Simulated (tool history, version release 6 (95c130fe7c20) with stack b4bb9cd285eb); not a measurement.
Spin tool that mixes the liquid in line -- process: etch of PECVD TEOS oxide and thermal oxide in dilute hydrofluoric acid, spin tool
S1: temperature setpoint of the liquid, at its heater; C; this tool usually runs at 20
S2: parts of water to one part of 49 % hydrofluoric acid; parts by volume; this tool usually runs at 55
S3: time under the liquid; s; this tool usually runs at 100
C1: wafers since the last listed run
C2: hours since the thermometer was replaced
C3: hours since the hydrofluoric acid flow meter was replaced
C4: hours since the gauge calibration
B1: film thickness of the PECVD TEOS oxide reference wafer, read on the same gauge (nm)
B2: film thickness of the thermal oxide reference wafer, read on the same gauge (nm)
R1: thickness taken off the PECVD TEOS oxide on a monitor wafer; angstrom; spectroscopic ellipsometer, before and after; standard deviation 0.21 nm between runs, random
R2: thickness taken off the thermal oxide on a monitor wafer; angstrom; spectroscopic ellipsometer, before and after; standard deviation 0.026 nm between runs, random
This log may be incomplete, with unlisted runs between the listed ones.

| run | hour | S1 | S2 | S3 | C1 | C2 | C3 | C4 | B1 | B2 | R1 | R2 |
|---|---|---|---|---|---|---|---|---|---|---|---|---|
| 1 | 0 | 17.5 | 55 | 100 | 0 | 2559.8 | 1699.2 | 1364.7 | 67.33 | 125.04 | 340.8 | 64 |
| 2 | 54.5 | 20 | 65 | 100 | 512 | 2614.3 | 1753.7 | 1419.2 | 67.32 | 125.03 | 318 | 59.6 |
| 3 | 93.3 | 20 | 65 | 100 | 364 | 2653.1 | 1792.5 | 1458 | 67.3 | 124.96 | 316.4 | 59.5 |
| 4 | 154.7 | 20 | 65 | 100 | 577 | 2714.5 | 1853.9 | 1519.4 | 67.29 | 124.94 | 323.6 | 59.5 |
|  | 220 | hydrofluoric acid flow meter replaced |
| 5 | 221.4 | 20 | 55 | 100 | 617 | 2781.2 | 1.4 | 1586.1 | 67.25 | 124.89 | 384.8 | 71.1 |
| 6 | 285.2 | 17 | 80 | 140 | 599 | 2845 | 65.2 | 1649.9 | 67.25 | 124.88 | 314.4 | 58.6 |
| 7 | 350.5 | 20 | 55 | 100 | 613 | 2910.3 | 130.5 | 1715.2 | 67.2 | 124.83 | 381 | 70.9 |
| 8 | 387.8 | 22 | 55 | 50 | 350 | 2947.6 | 167.8 | 1752.5 | 67.2 | 124.83 | 207.1 | 38.4 |
| 9 | 418.7 | 20 | 55 | 100 | 290 | 2978.5 | 198.7 | 1783.4 | 67.21 | 124.79 | 380.7 | 71.1 |
|  | 458.7 | gauge calibrated |
| 10 | 484.3 | 20 | 40 | 100 | 616 | 3044.1 | 264.3 | 25.6 | 70.38 | 130.71 | 556.5 | 103.9 |
| 11 | 531.9 | 17 | 30 | 100 | 447 | 3091.7 | 311.9 | 73.2 | 70.18 | 130.35 | 656.4 | 123.4 |
| 12 | 584.3 | 20 | 55 | 100 | 492 | 3144.1 | 364.3 | 125.6 | 69.99 | 130 | 398 | 74 |
|  | 601.9 | thermometer replaced |
| 13 | 650.9 | 20 | 65 | 100 | 616 | 49 | 430.9 | 192.2 | 69.83 | 129.63 | 330.9 | 61.9 |
| 14 | 678 | 20 | 55 | 120 | 254 | 76.1 | 458 | 219.3 | 69.73 | 129.47 | 478.3 | 88.4 |
| 15 | 739.4 | 24 | 35 | 140 | 577 | 137.5 | 519.4 | 280.7 | 69.56 | 129.17 | 1058.3 | 196 |
| 16 | 804.9 | 20 | 55 | 100 | 615 | 203 | 584.9 | 346.2 | 69.39 | 128.86 | 392.5 | 73.2 |
| 17 | 870.4 | 23 | 75 | 55 | 615 | 268.5 | 650.4 | 411.7 | 69.23 | 128.59 | 173.2 | 32.7 |
| 18 | 918.8 | 17 | 55 | 100 | 455 | 316.9 | 698.8 | 460.1 | 69.16 | 128.39 | 342.7 | 64 |
| 19 | 959 | 20 | 55 | 100 | 377 | 357.1 | 739 | 500.3 | 69.05 | 128.26 | 387.9 | 73 |
| 20 | 995.5 | 20 | 55 | 140 | 343 | 393.6 | 775.5 | 536.8 | 69.02 | 128.15 | 551.6 | 102.2 |
| 21 | 1031.6 | 20 | 55 | 100 | 339 | 429.7 | 811.6 | 572.9 | 68.91 | 128.02 | 392.5 | 72.9 |
| 22 | 1086.8 | 23 | 40 | 100 | 518 | 484.9 | 866.8 | 628.1 | 68.85 | 127.85 | 620.4 | 116.3 |
| 23 | 1135.9 | 18 | 80 | 100 | 461 | 534 | 915.9 | 677.2 | 68.79 | 127.75 | 237.2 | 44.7 |
| 24 | 1187.4 | 24 | 70 | 45 | 484 | 585.5 | 967.4 | 728.7 | 68.75 | 127.59 | 161.1 | 29.8 |
| 25 | 1245.7 | 20 | 55 | 100 | 548 | 643.8 | 1025.7 | 787 | 68.63 | 127.49 | 390.8 | 72.8 |

5 options for the next run, each taken on its own from the tool as it stands now. Forecast them:
| A | 1246.1 | 20 | 55 | 100 | 3 | 644.2 | 1026.1 | 787.4 | ? | ? | ? | ? |
| B | 1246.1 | 17.5 | 40 | 75 | 3 | 644.2 | 1026.1 | 787.4 | ? | ? | ? | ? |
| C | 1246.1 | 22.5 | 65 | 100 | 3 | 644.2 | 1026.1 | 787.4 | ? | ? | ? | ? |
| D | 1246.1 | 17 | 55 | 40 | 3 | 644.2 | 1026.1 | 787.4 | ? | ? | ? | ? |
| E | 1246.1 | 21.5 | 30 | 135 | 3 | 644.2 | 1026.1 | 787.4 | ? | ? | ? | ? |

| run | B1 | B2 | R1 | R2 |
|---|---|---|---|---|
| A | 68.6 | 127.47 | 389.6 | 72.8 |
| B | 68.6 | 127.47 | 367.2 | 68.7 |
| C | 68.6 | 127.47 | 361.5 | 67.6 |
| D | 68.6 | 127.47 | 137 | 25.6 |
| E | 68.6 | 127.47 | 1059.7 | 198.1 |
Stripped of hidden state, with their random variation kept, the same runs would have yielded:
| run | R1 | R2 |
|---|---|---|
| A | 397.3 | 74.3 |
| B | 374.5 | 70 |
| C | 368.6 | 68.9 |
| D | 139.8 | 26.1 |
| E | 1080.7 | 202.1 |
